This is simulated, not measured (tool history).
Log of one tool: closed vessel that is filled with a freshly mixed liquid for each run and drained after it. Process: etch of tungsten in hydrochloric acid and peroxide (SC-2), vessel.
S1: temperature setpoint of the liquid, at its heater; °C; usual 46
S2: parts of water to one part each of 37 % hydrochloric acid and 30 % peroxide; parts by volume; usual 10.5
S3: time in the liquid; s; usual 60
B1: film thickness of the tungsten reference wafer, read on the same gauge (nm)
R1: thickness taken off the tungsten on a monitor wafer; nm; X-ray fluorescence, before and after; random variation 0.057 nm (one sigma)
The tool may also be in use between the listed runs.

Run 1, hour 0: usual settings but S2 9 parts by volume; B1 140.03. Result: R1 9.04 nm.
Run 2, hour 9.3: usual settings but S1 41 °C; B1 140. Result: R1 5.56 nm.
Run 3, hour 24.6: usual settings but S1 41 °C; B1 139.99. Result: R1 5.65 nm.
Run 4, hour 34.9: usual settings but S1 41 °C; B1 139.99. Result: R1 5.66 nm.
At hour 39.5: chemicals flow meter replaced.
Run 5, hour 45.8: usual settings; B1 139.98. Result: R1 7.98 nm.
Run 6, hour 63.1: usual settings; B1 140. Result: R1 7.93 nm.
Run 7, hour 70.3: usual settings; B1 140.01. Result: R1 8.02 nm.
Run 8, hour 84.5: usual settings but S2 15 parts by volume; B1 140.03. Result: R1 5.86 nm.
Run 9, hour 92.7: usual settings but S3 35 s; B1 140.04. Result: R1 4.67 nm.
Run 10, hour 103.4: usual settings but S1 37 °C, S2 14.5 parts by volume, S3 85 s; B1 139.96. Result: R1 4.65 nm.
Run 11, hour 115.6: usual settings but S1 39.5 °C, S2 6 parts by volume; B1 140.02. Result: R1 7.99 nm.
Run 12, hour 128.7: usual settings but S2 14 parts by volume; B1 140.01. Result: R1 6.34 nm.
Run 13, hour 142: usual settings but S2 12 parts by volume; B1 140.02. Result: R1 7.27 nm.
At hour 149.7: gauge calibrated.
Run 14, hour 158.9: usual settings; B1 140.04. Result: R1 8.04 nm.
Run 15, hour 170.9: usual settings but S2 6 parts by volume, S3 90 s; B1 140. Result: R1 19.04 nm.
Run 16, hour 177.2: usual settings but S1 53 °C, S2 13 parts by volume, S3 90 s; B1 139.99. Result: R1 15.91 nm.
At hour 184.6: thermometer replaced.
Run 17, hour 191.7: usual settings but S1 51 °C, S2 15.5 parts by volume; B1 140. Result: R1 6.88 nm.
Run 18, hour 199.6: usual settings but S1 49.5 °C, S2 12 parts by volume; B1 140.01. Result: R1 7.77 nm.
Run 19, hour 213.2: usual settings but S2 15 parts by volume, S3 95 s; B1 139.99. Result: R1 8 nm.
Run 20, hour 227.1: usual settings but S1 55 °C, S2 6.5 parts by volume, S3 90 s; B1 140.03. Result: R1 27.15 nm.
Run 21, hour 234.3: usual settings; B1 139.99. Result: R1 6.83 nm.
Run 22, hour 242: usual settings but S3 95 s; B1 140.02. Result: R1 10.9 nm.
Run 23, hour 257.4: usual settings; B1 139.97. Result: R1 6.83 nm.
Run 24, hour 274.6: usual settings; B1 139.99. Result: R1 6.96 nm.
Run 25, hour 288.9: usual settings but S2 12.5 parts by volume; B1 140.03. Result: R1 5.97 nm.
Run 26, hour 306.2: usual settings but S1 40 °C, S3 85 s; B1 139.98. Result: R1 6.4 nm.
Run 27, hour 316.6: usual settings but S1 51.5 °C, S2 14.5 parts by volume; B1 139.97. Result: R1 7.64 nm.
Run 28, hour 332.1: usual settings; B1 140.02. Result: R1 6.9 nm.
Run 29, hour 345.5: usual settings; B1 140.01. Result: R1 6.97 nm.

Forecast each of these 5 alternatives for the next run:
Run A, hour 346.2: usual settings but S2 6 parts by volume; B1 ?. Result: R1 ?.
Run B, hour 346.2: usual settings but S1 38 °C, S2 8.5 parts by volume, S3 70 s; B1 ?. Result: R1 ?.
Run C, hour 346.2: usual settings but S2 15.5 parts by volume, S3 30 s; B1 ?. Result: R1 ?.
Run D, hour 346.2: usual settings but S2 13 parts by volume; B1 ?. Result: R1 ?.
Run E, hour 346.2: usual settings but S2 7.5 parts by volume, S3 85 s; B1 ?. Result: R1 ?.

run      B1     R1
  A  139.97  10.89
  B  139.97   5.53
  C  139.97   2.49
  D  139.97   5.81
  E  139.97  12.99
Without the tool's hidden state the same runs would have given:
run     R1
  A  10.57
  B   5.36
  C   2.42
  D   5.64
  E  12.61

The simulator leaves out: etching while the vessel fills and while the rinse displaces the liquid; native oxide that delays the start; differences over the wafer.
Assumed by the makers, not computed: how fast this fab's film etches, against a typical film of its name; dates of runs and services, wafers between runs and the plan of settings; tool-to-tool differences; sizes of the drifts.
